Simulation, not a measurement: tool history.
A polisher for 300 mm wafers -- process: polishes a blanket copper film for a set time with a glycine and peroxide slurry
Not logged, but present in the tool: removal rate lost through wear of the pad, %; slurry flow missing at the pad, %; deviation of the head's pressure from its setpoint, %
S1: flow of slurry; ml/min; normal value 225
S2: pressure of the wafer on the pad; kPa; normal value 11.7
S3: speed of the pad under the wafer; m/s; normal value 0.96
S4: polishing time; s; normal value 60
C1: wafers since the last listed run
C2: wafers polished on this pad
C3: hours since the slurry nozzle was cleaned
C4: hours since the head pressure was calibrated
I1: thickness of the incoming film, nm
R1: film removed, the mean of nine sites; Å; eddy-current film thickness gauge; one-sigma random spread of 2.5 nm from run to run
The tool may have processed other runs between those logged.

run,hour,S1,S2,S3,S4,C1,C2,C3,C4,I1,R1
1,0,225,9.7,0.96,60,0,1482,315.4,205.2,1229.8,1637
2,36,225,9.7,0.96,60,395,1877,351.4,241.2,1218,1622
3,83.9,225,14.5,0.96,60,525,2403,399.3,289.1,1233.4,2204
# hour 118.5: worn pad replaced by a new one
4,151.3,225,14.5,0.96,60,695,360,466.7,356.5,1217.4,2184
5,204.3,225,14.5,0.96,60,581,941,519.7,409.5,1210.2,2167
6,255.1,225,11.7,0.96,60,557,1499,570.5,460.3,1214,1829
# hour 363.5: worn pad replaced by a new one
7,418.2,225,11.7,0.96,60,1746,600,733.6,623.4,1223.7,1800
8,474.1,225,11.7,0.96,60,613,1213,789.5,679.3,1210.9,1805
# hour 493.6: slurry nozzle cleaned
# hour 501.3: head pressure recalibrated
9,531.3,225,11.7,0.96,66,594,1808,37.7,30,1212.3,2175
10,576.6,225,11.7,0.96,66,497,2306,83,75.3,1226.1,2170
# hour 582.4: worn pad replaced by a new one
11,605.7,225,11.7,0.96,50,275,256,112.1,104.4,1203.6,1621
12,633.3,225,11.7,0.96,60,302,559,139.7,132,1202.5,1914
13,693.6,175,15.2,1.08,45,661,1220,200,192.3,1201.5,1769
14,726.7,225,11.7,1.18,60,363,1584,233.1,225.4,1200.9,2235
15,788.6,300,9,0.96,53,679,2263,295,287.3,1239.7,1451
# hour 864.4: worn pad replaced by a new one
16,870.7,225,11.7,0.96,60,857,69,377.1,369.4,1210.8,1889
17,942.2,225,9.7,0.96,60,784,854,448.6,440.9,1199.5,1587
18,966.6,285,7.6,0.82,60,267,1121,473,465.3,1210.6,1269
19,1007.2,180,8.3,0.96,60,445,1567,513.6,505.9,1233.5,1360
# hour 1083.3: worn pad replaced by a new one
20,1102.4,225,13.1,0.8,73,1000,209,608.8,601.1,1215.8,2089
21,1172.3,175,11.7,0.96,60,767,977,678.7,671,1218,1728
# hour 1189.5: slurry nozzle cleaned
22,1239.8,225,11.7,0.62,60,729,1706,50.3,738.5,1212.3,1483

Subtracting, for every run, the result it would have given without the tool's unlogged condition from the measured result gives the following. The same run-to-run variation enters both numbers; the gauge's scatter may not:
run,R1
1,-107
2,-115
3,-170
4,-184
5,-193
6,-170
7,-183
8,-188
9,-27
10,-48
11,-46
12,-65
13,-104
14,-115
15,-67
16,-137
17,-128
18,-84
19,-148
20,-196
21,-219
22,-20
